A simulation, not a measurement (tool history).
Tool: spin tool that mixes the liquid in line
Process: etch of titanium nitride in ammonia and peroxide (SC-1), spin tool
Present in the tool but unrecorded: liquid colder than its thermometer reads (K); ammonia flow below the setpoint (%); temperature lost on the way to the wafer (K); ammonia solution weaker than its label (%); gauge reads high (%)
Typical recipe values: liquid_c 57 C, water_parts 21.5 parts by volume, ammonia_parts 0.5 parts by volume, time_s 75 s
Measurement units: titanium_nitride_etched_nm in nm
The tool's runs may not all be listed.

run     day  liquid_c  water_parts  ammonia_parts  time_s  wafers since the last listed run  hours since the thermometer was replaced  hours since the ammonia flow meter was replaced  hours since the heated supply line was repaired  hours since the drum of ammonia solution was connected  hours since the gauge calibration  read-back film thickness of the titanium nitride reference wafer, read on the same gauge (nm)  titanium_nitride_etched_nm
  1       0        57         21.5            0.5      75                                 0                                     783.9                                           1499.1                                            515.5                                                   577.6                               1567                                                                                        149.999                       3.697
      0.283  -- new drum of ammonia solution connected
  2   3.604        57         21.5            0.5      75                               974                                     870.4                                           1585.6                                              602                                                    79.7                             1653.5                                                                                        149.995                       3.671
  3   5.667        57         21.5            0.5      75                               564                                     919.9                                           1635.1                                            651.5                                                   129.2                               1703                                                                                        149.986                       3.686
      9.675  -- thermometer replaced
  4   9.696        57         21.5            0.5      75                              1091                                       0.5                                           1731.8                                            748.2                                                   225.9                             1799.7                                                                                         149.98                       3.859
  5  13.417        57         21.5            0.5      75                              1018                                      89.8                                           1821.1                                            837.5                                                   315.2                               1889                                                                                        149.984                       3.869
  6  15.958        57         21.5            0.5      75                               695                                     150.8                                           1882.1                                            898.5                                                   376.2                               1950                                                                                        150.025                       3.834
  7  18.288        57         21.5            0.5      75                               637                                     206.7                                             1938                                            954.4                                                   432.1                             2005.9                                                                                        149.991                       3.812
  8  21.708        57         21.5            0.5      75                               936                                     288.8                                           2020.1                                           1036.5                                                   514.2                               2088                                                                                        149.983                       3.824
     21.879  -- new drum of ammonia solution connected
  9  24.567        57         21.5            0.5      75                               770                                     357.4                                           2088.7                                           1105.1                                                    64.5                             2156.6                                                                                        149.999                       3.803
     27.925  -- gauge calibrated
 10  32.358        57         21.5            0.5      75                              2132                                     544.4                                           2275.7                                           1292.1                                                   251.5                              106.4                                                                                        150.001                       3.793
     33.108  -- ammonia flow meter replaced
 11  34.975        59         21.5            0.5      75                               704                                     607.2                                             44.8                                           1354.9                                                   314.3                              169.2                                                                                        149.981                       4.313
 12  37.792        57         21.5            0.4     110                               770                                     674.8                                            112.4                                           1422.5                                                   381.9                              236.8                                                                                        149.979                        5.31
 13  44.454        57         31.5           0.35      90                              1823                                     834.7                                            272.3                                           1582.4                                                   541.8                              396.7                                                                                        149.991                        3.37
     44.742  -- new drum of ammonia solution connected
 14  48.533        49         21.5            0.5      75                              1104                                     932.6                                            370.2                                           1680.3                                                      91                              494.6                                                                                        149.965                       2.114
 15  50.671        57         21.5            0.3      90                               584                                     983.9                                            421.5                                           1731.6                                                   142.3                              545.9                                                                                        150.028                       4.003
     52.546  -- heated supply line repaired
 16  54.946      51.5           31           0.35      55                              1158                                    1086.5                                            524.1                                             57.6                                                   244.9                              648.5                                                                                        150.018                       1.372
     55.042  -- thermometer replaced
 17  57.417        64         16.5           0.35      75                               664                                        57                                            583.4                                            116.9                                                   304.2                              707.8                                                                                        149.972                       6.653

The next listed run, before its measurement:
 18  59.642        57         21.5            0.5      75                               608                                     110.4                                            636.8                                            170.3                                                   357.6                              761.2                                                                                              ?                           ?

{"run 18": {"read-back film thickness of the titanium nitride reference wafer, read on the same gauge (nm)": 150.005, "titanium_nitride_etched_nm": 3.861}}
Without the tool's hidden state the same run would have given titanium_nitride_etched_nm 3.889 nm.
